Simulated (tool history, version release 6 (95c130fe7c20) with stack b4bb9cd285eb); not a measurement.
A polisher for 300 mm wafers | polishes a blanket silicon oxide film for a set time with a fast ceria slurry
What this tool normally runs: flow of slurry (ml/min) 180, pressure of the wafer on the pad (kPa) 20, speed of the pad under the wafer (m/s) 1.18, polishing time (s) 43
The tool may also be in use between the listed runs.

run	day	flow of slurry (ml/min)	pressure of the wafer on the pad (kPa)	speed of the pad under the wafer (m/s)	polishing time (s)	wafers since the last listed run	wafers polished on this pad	hours since the slurry nozzle was cleaned	hours since the head pressure was calibrated	incoming thickness of the incoming film, nm	film removed (Å)
1	0	180	20	1.18	43	0	276	743.9	119.3	3776.5	9322
# day 1.096: slurry nozzle cleaned
2	4.358	180	20	1.18	43	1204	1480	78.3	223.9	3779.2	9554
3	7.733	180	20	1.18	43	941	2422	159.3	304.9	3764.1	9534
4	9.746	180	20	1.18	43	561	2983	207.6	353.2	3802.7	9588
5	13.583	180	20	1.18	43	1070	4053	299.7	445.3	3806.7	9687
# day 15.767: worn pad replaced by a new one
6	16.575	180	20	1.18	43	788	225	371.5	517.1	3747.6	9519
7	20.475	180	15.2	1.38	43	1087	1313	465.1	610.7	3745.1	8770
8	22.921	180	15.2	1.38	43	682	1995	523.8	669.4	3724.3	8583
9	25.292	180	15.2	1.38	43	661	2657	580.7	726.3	3700.9	8855
10	26.812	180	20	1.18	43	424	3081	617.2	762.8	3766.4	9958
11	30.167	180	20	1.18	43	935	4017	697.7	843.3	3709.6	10066
# day 31.212: slurry nozzle cleaned
# day 34.392: worn pad replaced by a new one, of another model than before
12	34.412	180	20	1.18	43	1126	5	76.8	945.2	3724.5	9814
13	38.833	180	20	1.18	43	1233	1238	182.9	1051.3	3784	9966
14	41.488	180	20	1.18	43	740	1978	246.6	1115	3733.2	9994
# day 42.15: head pressure recalibrated
15	45.471	180	20	1.18	43	1087	3066	342.2	79.7	3751.1	9346
16	47.4	240	17.2	1.52	39	538	3604	388.5	126	3704.8	9794
17	49.683	180	16.5	1	48	636	4241	443.3	180.8	3753.4	8315
# day 52.188: worn pad replaced by a new one
18	53.254	180	17.2	1.42	43	949	297	529	266.5	3681.1	10047
19	54.762	180	20	1.18	43	420	718	565.2	302.7	3742.5	9447
20	56.304	180	20	1.18	53	430	1148	602.2	339.7	3733.9	11922
21	60.275	180	17.2	1.18	48	1107	2255	697.5	435	3699.6	9828
22	62.108	180	20	1.18	50	511	2767	741.5	479	3776.1	11228
# day 66: slurry nozzle cleaned
23	66.15	115	20	1.18	43	1115	3883	3.6	576	3760.1	8866
# day 69.946: worn pad replaced by a new one
24	70.108	180	15.2	1.38	43	1057	44	98.6	671	3706.6	9257
25	72.012	145	20	1.18	56	531	576	144.3	716.7	3754.6	12203
26	73.696	180	20	1.54	43	469	1045	184.7	757.1	3814	12240
27	75.596	180	20	0.88	43	529	1575	230.3	802.7	3736.8	7924
28	78.304	225	20	1.18	43	755	2330	295.3	867.7	3776	10343
29	80.938	180	20	1.18	43	734	3065	358.5	930.9	3778.1	10062
30	83.979	180	16.5	1.18	31	848	3913	431.5	1003.9	3760.6	6614

Selected run-to-run steps in film removed (Å), each split into two signed amounts: the part the tool would show with no hidden state at all (from settings, incoming material and random variation), and the remainder, which goes to the hidden state together with any gauge scatter not common to the measured and the hidden-state-free results:
The hidden state here: removal rate lost through wear of the pad, %; slurry flow missing at the pad, %; deviation of the head's pressure from its setpoint, %.
Run 14 -> 15: head pressure recalibrated. film removed (Å) -648: hidden state -555, all else -93.
Run 24 -> 25: flow of slurry (ml/min) 180 -> 145, pressure of the wafer on the pad (kPa) 15.2 -> 20, speed of the pad under the wafer (m/s) 1.38 -> 1.18, polishing time (s) 43 -> 56. film removed (Å) +2946: hidden state +109, all else +2837.
Run 26 -> 27: speed of the pad under the wafer (m/s) 1.54 -> 0.88. film removed (Å) -4316: hidden state -104, all else -4212.
Run 27 -> 28: flow of slurry (ml/min) 180 -> 225, speed of the pad under the wafer (m/s) 0.88 -> 1.18. film removed (Å) +2419: hidden state +134, all else +2285.
Run 29 -> 30: pressure of the wafer on the pad (kPa) 20 -> 16.5, polishing time (s) 43 -> 31. film removed (Å) -3448: hidden state -109, all else -3339.
